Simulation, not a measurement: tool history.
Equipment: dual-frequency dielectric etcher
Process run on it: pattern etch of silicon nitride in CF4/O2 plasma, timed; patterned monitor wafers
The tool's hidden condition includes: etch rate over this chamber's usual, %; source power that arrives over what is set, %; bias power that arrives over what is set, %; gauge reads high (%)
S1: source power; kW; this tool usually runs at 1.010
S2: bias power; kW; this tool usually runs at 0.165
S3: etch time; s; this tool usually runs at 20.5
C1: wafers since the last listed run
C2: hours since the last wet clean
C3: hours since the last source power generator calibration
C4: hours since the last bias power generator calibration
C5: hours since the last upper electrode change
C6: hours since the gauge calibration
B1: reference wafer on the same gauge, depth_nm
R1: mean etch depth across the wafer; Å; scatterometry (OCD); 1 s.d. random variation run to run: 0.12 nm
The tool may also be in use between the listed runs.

| run | hour | S1 | S2 | S3 | C1 | C2 | C3 | C4 | C5 | C6 | B1 | R1 |
|---|---|---|---|---|---|---|---|---|---|---|---|---|
| 1 | 0.0 | 1.010 | 0.165 | 20.5 | 0 | 64.9 | 3339.7 | 2778.3 | 2782.5 | 159.0 | 82.5 | 805 |
| 2 | 30.7 | 1.010 | 0.165 | 20.5 | 438 | 95.6 | 3370.4 | 2809.0 | 2813.2 | 189.7 | 82.5 | 806 |
| 3 | 47.1 | 1.010 | 0.165 | 20.5 | 234 | 112.0 | 3386.8 | 2825.4 | 2829.6 | 206.1 | 82.5 | 804 |
| 4 | 65.7 | 1.010 | 0.140 | 20.5 | 265 | 130.6 | 3405.4 | 2844.0 | 2848.2 | 224.7 | 82.5 | 759 |
| 5 | 80.1 | 1.010 | 0.140 | 20.5 | 205 | 145.0 | 3419.8 | 2858.4 | 2862.6 | 239.1 | 82.5 | 759 |
| 6 | 114.4 | 1.010 | 0.140 | 20.5 | 490 | 179.3 | 3454.1 | 2892.7 | 2896.9 | 273.4 | 82.5 | 757 |
| 7 | 131.3 | 1.010 | 0.165 | 20.5 | 241 | 196.2 | 3471.0 | 2909.6 | 2913.8 | 290.3 | 82.5 | 802 |
| 8 | 153.6 | 0.920 | 0.165 | 20.5 | 318 | 218.5 | 3493.3 | 2931.9 | 2936.1 | 312.6 | 82.5 | 727 |
|  | 165.3 | gauge calibrated |
|  | 200.7 | upper electrode replaced |
| 9 | 201.2 | 1.010 | 0.165 | 20.5 | 337 | 266.1 | 3540.9 | 2979.5 | 0.5 | 35.9 | 82.5 | 803 |
| 10 | 209.4 | 1.010 | 0.165 | 20.5 | 117 | 274.3 | 3549.1 | 2987.7 | 8.7 | 44.1 | 82.5 | 799 |
| 11 | 235.2 | 0.900 | 0.165 | 20.5 | 368 | 300.1 | 3574.9 | 3013.5 | 34.5 | 69.9 | 82.5 | 707 |
| 12 | 341.9 | 0.900 | 0.165 | 20.5 | 1524 | 406.8 | 3681.6 | 3120.2 | 141.2 | 176.6 | 82.5 | 707 |
| 13 | 365.4 | 1.010 | 0.165 | 20.5 | 335 | 430.3 | 3705.1 | 3143.7 | 164.7 | 200.1 | 82.5 | 799 |
|  | 402.2 | wet clean of the chamber |
| 14 | 402.7 | 1.010 | 0.165 | 20.5 | 190 | 0.5 | 3742.4 | 3181.0 | 202.0 | 237.4 | 82.5 | 809 |
| 15 | 404.4 | 1.150 | 0.165 | 20.5 | 24 | 2.2 | 3744.1 | 3182.7 | 203.7 | 239.1 | 82.5 | 927 |
|  | 415.3 | source power generator calibrated |
| 16 | 417.1 | 1.010 | 0.176 | 20.5 | 124 | 14.9 | 1.8 | 3195.4 | 216.4 | 251.8 | 82.5 | 793 |
| 17 | 452.0 | 1.010 | 0.204 | 24.0 | 498 | 49.8 | 36.7 | 3230.3 | 251.3 | 286.7 | 82.5 | 980 |
|  | 465.6 | gauge calibrated |
| 18 | 470.5 | 1.010 | 0.165 | 18.5 | 264 | 68.3 | 55.2 | 3248.8 | 269.8 | 4.9 | 82.5 | 700 |
|  | 497.6 | bias power generator calibrated |
| 19 | 502.3 | 1.010 | 0.165 | 20.5 | 397 | 100.1 | 87.0 | 4.7 | 301.6 | 36.7 | 82.5 | 775 |
| 20 | 528.1 | 1.010 | 0.135 | 20.5 | 368 | 125.9 | 112.8 | 30.5 | 327.4 | 62.5 | 82.4 | 723 |
| 21 | 556.8 | 0.930 | 0.165 | 20.5 | 410 | 154.6 | 141.5 | 59.2 | 356.1 | 91.2 | 82.5 | 710 |
| 22 | 587.3 | 1.250 | 0.134 | 20.5 | 435 | 185.1 | 172.0 | 89.7 | 386.6 | 121.7 | 82.5 | 896 |
| 23 | 609.5 | 1.210 | 0.193 | 25.0 | 317 | 207.3 | 194.2 | 111.9 | 408.8 | 143.9 | 82.6 | 1206 |
| 24 | 624.5 | 1.010 | 0.165 | 20.5 | 214 | 222.3 | 209.2 | 126.9 | 423.8 | 158.9 | 82.5 | 775 |
| 25 | 650.8 | 0.920 | 0.191 | 18.5 | 375 | 248.6 | 235.5 | 153.2 | 450.1 | 185.2 | 82.5 | 666 |

For some of the steps in R1 from one run to the next: how much would appear even if the tool had no hidden state, given the settings, what came in and random variation, and how much remains for the hidden state plus any gauge scatter that the measured result and the result without hidden state don't share?
Run 13 -> 14: wet clean of the chamber. R1 +10 Å: hidden state +10, all else +0.
Run 15 -> 16: S1 1.150 -> 1.010, S2 0.165 -> 0.176, source power generator calibrated. R1 -134 Å: hidden state -40, all else -94.
Run 22 -> 23: S1 1.250 -> 1.210, S2 0.134 -> 0.193, S3 20.5 -> 25.0. R1 +310 Å: hidden state +0, all else +310.
Run 23 -> 24: S1 1.210 -> 1.010, S2 0.193 -> 0.165, S3 25.0 -> 20.5. R1 -431 Å: hidden state -1, all else -430.
